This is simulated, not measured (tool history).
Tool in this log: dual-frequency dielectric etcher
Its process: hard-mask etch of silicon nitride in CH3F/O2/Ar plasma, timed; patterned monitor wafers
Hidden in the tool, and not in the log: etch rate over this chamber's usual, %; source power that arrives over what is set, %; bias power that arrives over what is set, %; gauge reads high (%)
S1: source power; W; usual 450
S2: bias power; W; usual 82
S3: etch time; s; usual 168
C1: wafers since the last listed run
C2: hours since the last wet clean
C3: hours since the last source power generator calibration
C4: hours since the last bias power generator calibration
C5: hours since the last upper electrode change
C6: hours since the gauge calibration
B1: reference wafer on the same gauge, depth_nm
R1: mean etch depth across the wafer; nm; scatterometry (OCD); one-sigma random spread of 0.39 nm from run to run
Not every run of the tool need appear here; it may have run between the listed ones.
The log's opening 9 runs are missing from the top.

Run 10, hour 528.5: usual settings but S1 340 W, S2 97 W, S3 142.5 s; C1 504; C2 106.7; C3 2610; C4 290.6; C5 4586.6; C6 190.1; B1 104. Result: R1 96.7 nm.
Run 11, hour 560.2: usual settings but S1 410 W, S2 95 W; C1 326; C2 138.4; C3 2641.7; C4 322.3; C5 4618.3; C6 221.8; B1 104. Result: R1 122 nm.
Run 12, hour 669.9: usual settings but S1 410 W, S2 77 W, S3 144 s; C1 1130; C2 248.1; C3 2751.4; C4 432; C5 4728; C6 331.5; B1 104. Result: R1 97.7 nm.
Run 13, hour 728: usual settings but S1 350 W; C1 598; C2 306.2; C3 2809.5; C4 490.1; C5 4786.1; C6 389.6; B1 104. Result: R1 109.4 nm.
At hour 863.8: wet clean of the chamber.
Run 14, hour 864.3: usual settings but S1 360 W, S2 100 W, S3 124 s; C1 1156; C2 0.5; C3 2945.8; C4 626.4; C5 4922.4; C6 525.9; B1 103.9. Result: R1 86.8 nm.
Run 15, hour 911: usual settings but S1 420 W; C1 481; C2 47.2; C3 2992.5; C4 673.1; C5 4969.1; C6 572.6; B1 104. Result: R1 117.5 nm.
Run 16, hour 953.1: usual settings but S1 530 W, S2 69 W, S3 212 s; C1 433; C2 89.3; C3 3034.6; C4 715.2; C5 5011.2; C6 614.7; B1 104.1. Result: R1 154.7 nm.
Run 17, hour 988.5: usual settings; C1 364; C2 124.7; C3 3070; C4 750.6; C5 5046.6; C6 650.1; B1 104.1. Result: R1 121.3 nm.
Run 18, hour 1036.8: usual settings but S1 390 W, S3 136 s; C1 497; C2 173; C3 3118.3; C4 798.9; C5 5094.9; C6 698.4; B1 103.9. Result: R1 92.3 nm.
Run 19, hour 1065.9: usual settings but S2 73 W; C1 299; C2 202.1; C3 3147.4; C4 828; C5 5124; C6 727.5; B1 104. Result: R1 115.8 nm.
Run 20, hour 1137.1: usual settings but S2 68 W, S3 146.5 s; C1 733; C2 273.3; C3 3218.6; C4 899.2; C5 5195.2; C6 798.7; B1 104. Result: R1 99.1 nm.
At hour 1141.8: source power generator calibrated.
At hour 1161.8: upper electrode replaced.
Run 21, hour 1172.7: usual settings but S1 340 W, S2 65 W, S3 137 s; C1 119; C2 308.9; C3 30.9; C4 934.8; C5 10.9; C6 834.3; B1 103.9. Result: R1 82.9 nm.
Run 22, hour 1213.8: usual settings but S1 510 W, S2 63 W, S3 206 s; C1 423; C2 350; C3 72; C4 975.9; C5 52; C6 875.4; B1 104. Result: R1 147 nm.

Estimate the outcome of run 23 from the log above:
Run 23, hour 1275.2: usual settings but S1 530 W, S2 65 W, S3 131.5 s; C1 632; C2 411.4; C3 133.4; C4 1037.3; C5 113.4; C6 936.8; B1 ?. Result: R1 ?.

Run 23 measured B1 104, R1 96.5 nm.
Minus the tool's unlogged condition, the same run would have read R1 96.8 nm.

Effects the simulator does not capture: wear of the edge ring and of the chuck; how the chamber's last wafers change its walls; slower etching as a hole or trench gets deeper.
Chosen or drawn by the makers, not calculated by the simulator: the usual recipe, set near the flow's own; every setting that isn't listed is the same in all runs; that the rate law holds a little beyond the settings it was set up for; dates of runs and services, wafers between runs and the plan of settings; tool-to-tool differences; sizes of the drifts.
